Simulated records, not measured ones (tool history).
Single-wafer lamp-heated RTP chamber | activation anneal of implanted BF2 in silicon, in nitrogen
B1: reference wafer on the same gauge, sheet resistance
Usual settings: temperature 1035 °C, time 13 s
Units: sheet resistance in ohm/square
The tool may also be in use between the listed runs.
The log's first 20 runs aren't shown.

Run 21, hour 504.5: usual settings but time 7 s; B1 701.51. Result: sheet resistance 615.21 ohm/square.
At hour 530.6: pyrometer window cleaned and pyrometer calibrated.
Run 22, hour 542.6: usual settings but temperature 1058 °C; B1 701.75. Result: sheet resistance 601.55 ohm/square.
Run 23, hour 568.9: usual settings; B1 702.41. Result: sheet resistance 604.95 ohm/square.
Run 24, hour 593.6: usual settings but temperature 1012 °C, time 8 s; B1 702.79. Result: sheet resistance 618.01 ohm/square.
At hour 605.9: reflector plate cleaned.
Run 25, hour 625.8: usual settings but temperature 1013 °C; B1 702.98. Result: sheet resistance 614.25 ohm/square.
Run 26, hour 645.6: usual settings but time 9 s; B1 703.32. Result: sheet resistance 612.67 ohm/square.
Run 27, hour 671.0: usual settings but temperature 1048 °C, time 20 s; B1 703.47. Result: sheet resistance 598.88 ohm/square.
Run 28, hour 695.3: usual settings but temperature 1006 °C, time 18 s; B1 703.78. Result: sheet resistance 613.38 ohm/square.
Run 29, hour 717.9: usual settings but temperature 1010 °C; B1 703.75. Result: sheet resistance 616.79 ohm/square.
Run 30, hour 746.1: usual settings but temperature 1008 °C, time 5 s; B1 704.57. Result: sheet resistance 622.75 ohm/square.
At hour 772.8: gauge calibrated.
Run 31, hour 809.5: usual settings but temperature 1015 °C, time 8 s; B1 697.72. Result: sheet resistance 612.40 ohm/square.
Run 32, hour 835.4: usual settings but temperature 1045 °C, time 7 s; B1 697.55. Result: sheet resistance 608.16 ohm/square.
Run 33, hour 905.5: usual settings; B1 697.92. Result: sheet resistance 604.03 ohm/square.
Run 34, hour 1004.2: usual settings but time 20 s; B1 698.15. Result: sheet resistance 595.72 ohm/square.
Run 35, hour 1019.1: usual settings but temperature 1052 °C; B1 698.16. Result: sheet resistance 600.21 ohm/square.
Run 36, hour 1033.4: usual settings but time 7 s; B1 697.95. Result: sheet resistance 610.58 ohm/square.

5 ways to go on from here, each from the tool as it stands after run 36. What would each give?
Run A, hour 1033.8: usual settings but temperature 1015 °C; B1 ?. Result: sheet resistance ?.
Run B, hour 1033.8: usual settings but temperature 1048 °C, time 9 s; B1 ?. Result: sheet resistance ?.
Run C, hour 1033.8: usual settings but temperature 1059 °C, time 7 s; B1 ?. Result: sheet resistance ?.
Run D, hour 1033.8: usual settings but temperature 1058 °C, time 7 s; B1 ?. Result: sheet resistance ?.
Run E, hour 1033.8: usual settings but temperature 1048 °C; B1 ?. Result: sheet resistance ?.

run      B1  sheet resistance
  A  698.29            607.76
  B  698.29            604.56
  C  698.29            606.02
  D  698.29            606.15
  E  698.29            599.55
Without the tool's hidden state the same runs would have given:
run  sheet resistance
  A            606.78
  B            603.58
  C            605.05
  D            605.18
  E            598.59

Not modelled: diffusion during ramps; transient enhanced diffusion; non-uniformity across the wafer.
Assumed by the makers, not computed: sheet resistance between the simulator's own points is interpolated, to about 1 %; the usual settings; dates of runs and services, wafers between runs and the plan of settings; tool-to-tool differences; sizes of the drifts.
